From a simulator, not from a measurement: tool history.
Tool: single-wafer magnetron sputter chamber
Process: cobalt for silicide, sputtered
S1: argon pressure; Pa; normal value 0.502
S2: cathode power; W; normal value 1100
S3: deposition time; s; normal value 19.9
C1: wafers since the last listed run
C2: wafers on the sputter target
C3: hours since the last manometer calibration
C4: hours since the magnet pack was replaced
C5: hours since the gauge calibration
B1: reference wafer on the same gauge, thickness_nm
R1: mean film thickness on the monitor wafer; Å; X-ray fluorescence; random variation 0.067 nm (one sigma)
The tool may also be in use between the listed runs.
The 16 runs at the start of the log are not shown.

run	hour	S1	S2	S3	C1	C2	C3	C4	C5	B1	R1
17	787.7	0.449	1350	17.6	949	2491	1795	115.8	351.8	10.412	124.02
18	854.6	0.62	1200	18.1	921	3413	1861.9	182.7	418.7	10.381	104.25
19	919.4	0.502	1100	19.9	893	4306	1926.7	247.5	483.5	10.396	111.95
20	980.6	0.685	950	19.9	843	5149	1987.9	308.7	544.7	10.401	89.36
21	1027.6	0.502	1000	18.8	647	5797	2034.9	355.7	591.7	10.386	95.94
# hour 1061.7: sputter target and shields replaced
22	1076.9	0.316	1100	19.9	569	209	2084.2	405	641	10.392	124.71
23	1138.5	0.502	1100	19.9	848	1058	2145.8	466.6	702.6	10.402	113.35
24	1207.5	0.502	1100	19.9	950	2009	2214.8	535.6	771.6	10.396	112.32
25	1239.9	0.322	1350	21.6	446	2455	2247.2	568	804	10.375	160.44
# hour 1259.6: capacitance manometer re-zeroed and calibrated
26	1266.6	0.438	850	16.7	257	2713	7	594.7	830.7	10.421	75.51
27	1302.2	0.368	1100	19.9	490	3203	42.6	630.3	866.3	10.386	117.44
28	1352.6	0.305	1100	17.1	694	3898	93	680.7	916.7	10.39	103.84
29	1424.3	0.502	950	23.7	988	4886	164.7	752.4	988.4	10.403	114.54
# hour 1464.4: sputter target and shields replaced
30	1494.7	0.396	1300	19.9	859	417	235.1	822.8	1058.8	10.395	139.57
31	1557.8	0.425	1000	17.3	869	1286	298.2	885.9	1121.9	10.409	92.26
32	1602.3	0.502	1100	19.9	613	1900	342.7	930.4	1166.4	10.404	112.44
33	1651.7	0.662	900	22	680	2581	392.1	979.8	1215.8	10.39	95.15
34	1716.5	0.502	1100	19.9	893	3474	456.9	1044.6	1280.6	10.404	110.91
35	1787.9	0.502	1100	19.9	983	4457	528.3	1116	1352	10.396	110.81
# hour 1798: gauge calibrated
36	1846.1	0.438	850	16.7	802	5260	586.5	1174.2	48.1	10.415	75.15

3 ways to go on from here, each from the tool as it stands after run 36. What would each give?
A	1846.5	0.502	1100	23.1	5	5265	586.9	1174.6	48.5	?	?
B	1846.5	0.593	1250	22.4	5	5265	586.9	1174.6	48.5	?	?
C	1846.5	0.502	950	21.1	5	5265	586.9	1174.6	48.5	?	?

run	B1	R1
A	10.391	128.87
B	10.391	135.78
C	10.391	102.36
With no hidden state in the tool, these same runs would have given:
run	R1
A	134.3
B	141.5
C	106.67
